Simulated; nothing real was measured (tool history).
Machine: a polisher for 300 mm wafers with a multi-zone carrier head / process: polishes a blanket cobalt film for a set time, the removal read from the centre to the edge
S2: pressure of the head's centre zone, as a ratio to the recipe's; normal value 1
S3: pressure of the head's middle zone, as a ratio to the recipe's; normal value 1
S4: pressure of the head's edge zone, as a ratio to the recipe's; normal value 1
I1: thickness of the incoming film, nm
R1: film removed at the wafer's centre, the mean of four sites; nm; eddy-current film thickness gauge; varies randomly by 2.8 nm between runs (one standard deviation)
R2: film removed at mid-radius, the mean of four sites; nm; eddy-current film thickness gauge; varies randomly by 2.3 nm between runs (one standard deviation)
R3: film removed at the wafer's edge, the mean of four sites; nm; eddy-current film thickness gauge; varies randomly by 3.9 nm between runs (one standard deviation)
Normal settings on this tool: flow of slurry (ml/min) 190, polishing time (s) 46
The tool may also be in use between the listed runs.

Run 1, hour 0: usual settings but S3 1.03; I1 665. Result: R1 264.1 nm, R2 259.6 nm, R3 261.3 nm.
At hour 53.6: worn pad replaced by a new one.
Run 2, hour 83: usual settings but S3 1.03; I1 650.5. Result: R1 268 nm, R2 258.9 nm, R3 265.9 nm.
At hour 93.6: slurry nozzle cleaned.
Run 3, hour 144: usual settings but polishing time (s) 33; I1 663.1. Result: R1 194.3 nm, R2 180.4 nm, R3 192.2 nm.
Run 4, hour 248.6: usual settings but polishing time (s) 33; I1 656.5. Result: R1 194.6 nm, R2 180.2 nm, R3 185.9 nm.
Run 5, hour 324.6: usual settings but polishing time (s) 33; I1 656.2. Result: R1 196.1 nm, R2 181.4 nm, R3 188.1 nm.
At hour 374.2: centre zone pressure recalibrated.
At hour 389.6: worn pad replaced by a new one.
Run 6, hour 398.5: usual settings; I1 672.9. Result: R1 238.2 nm, R2 250.1 nm, R3 254.4 nm.
Run 7, hour 449.9: usual settings; I1 662.8. Result: R1 238.2 nm, R2 254.6 nm, R3 261.9 nm.
At hour 473.9: slurry nozzle cleaned.
Run 8, hour 551.3: usual settings; I1 666.5. Result: R1 239.1 nm, R2 253.4 nm, R3 257.9 nm.
Run 9, hour 632.6: usual settings but S2 1.07; I1 657. Result: R1 251.4 nm, R2 253.8 nm, R3 267.8 nm.
At hour 644.4: edge zone pressure recalibrated.
Run 10, hour 674.2: usual settings; I1 656.1. Result: R1 239.6 nm, R2 257.1 nm, R3 259.9 nm.
At hour 684.3: centre zone pressure recalibrated, repeated, since the last time left the tool worse.
At hour 720.1: worn pad replaced by a new one.
Run 11, hour 720.6: usual settings but S4 0.93; I1 663.4. Result: R1 261.6 nm, R2 252.9 nm, R3 253.4 nm.
Run 12, hour 771.3: usual settings; I1 652. Result: R1 260.6 nm, R2 254.7 nm, R3 268.7 nm.
At hour 811.2: slurry nozzle cleaned.
Run 13, hour 811.9: usual settings but S3 1.11, S4 0.89; I1 670.3. Result: R1 261.5 nm, R2 276.3 nm, R3 246.8 nm.
Run 14, hour 858.1: usual settings; I1 662.3. Result: R1 259.6 nm, R2 255.6 nm, R3 262.5 nm.
Run 15, hour 898.6: usual settings but polishing time (s) 39; I1 659. Result: R1 221.1 nm, R2 214.6 nm, R3 225.6 nm.
At hour 959.8: carrier head's membrane replaced by a new one.
Run 16, hour 962.3: usual settings; I1 667.1. Result: R1 263.8 nm, R2 252.4 nm, R3 257.1 nm.
Run 17, hour 1061.6: usual settings but polishing time (s) 61; I1 658.5. Result: R1 356.8 nm, R2 338 nm, R3 343.5 nm.
At hour 1098.3: worn pad replaced by a new one.
At hour 1106.9: slurry nozzle cleaned.
Run 18, hour 1153.8: usual settings but S4 0.91, polishing time (s) 37; I1 661.8. Result: R1 211.3 nm, R2 205 nm, R3 198.4 nm.
Run 19, hour 1198.9: usual settings but flow of slurry (ml/min) 230, S4 0.91; I1 646. Result: R1 274.9 nm, R2 258.9 nm, R3 249.8 nm.
Run 20, hour 1284.2: usual settings but flow of slurry (ml/min) 165; I1 668.5. Result: R1 256.8 nm, R2 245.9 nm, R3 252.4 nm.
Run 21, hour 1354.8: usual settings; I1 660.4. Result: R1 268.4 nm, R2 252.1 nm, R3 265.2 nm.
At hour 1402.6: slurry nozzle cleaned.
Run 22, hour 1449.9: usual settings but S3 1.09; I1 664.7. Result: R1 261.9 nm, R2 267.4 nm, R3 252.3 nm.
At hour 1465.8: worn pad replaced by a new one.
Run 23, hour 1496: usual settings but S4 0.9, polishing time (s) 50; I1 668.6. Result: R1 290.1 nm, R2 271.3 nm, R3 269.6 nm.

List, for all runs, the conditions of the tool that the log does not record:
removal rate lost through wear of the pad, %: 0 across all the runs
slurry flow missing at the pad, %: 0 across all the runs
deviation of the edge zone's pressure from its setpoint, %: 0 across all the runs
H1: deviation of the centre zone's pressure from its setpoint, %
run     H1
  1      3
  2   3.36
  3   3.62
  4   4.07
  5    4.4
  6  -8.92
  7   -8.7
  8  -8.26
  9  -7.91
 10  -7.73
 11  0.339
 12  0.557
 13  0.732
 14  0.931
 15   1.11
 16   1.38
 17   1.81
 18    2.2
 19    2.4
 20   2.77
 21   3.07
 22   3.48
 23   3.68
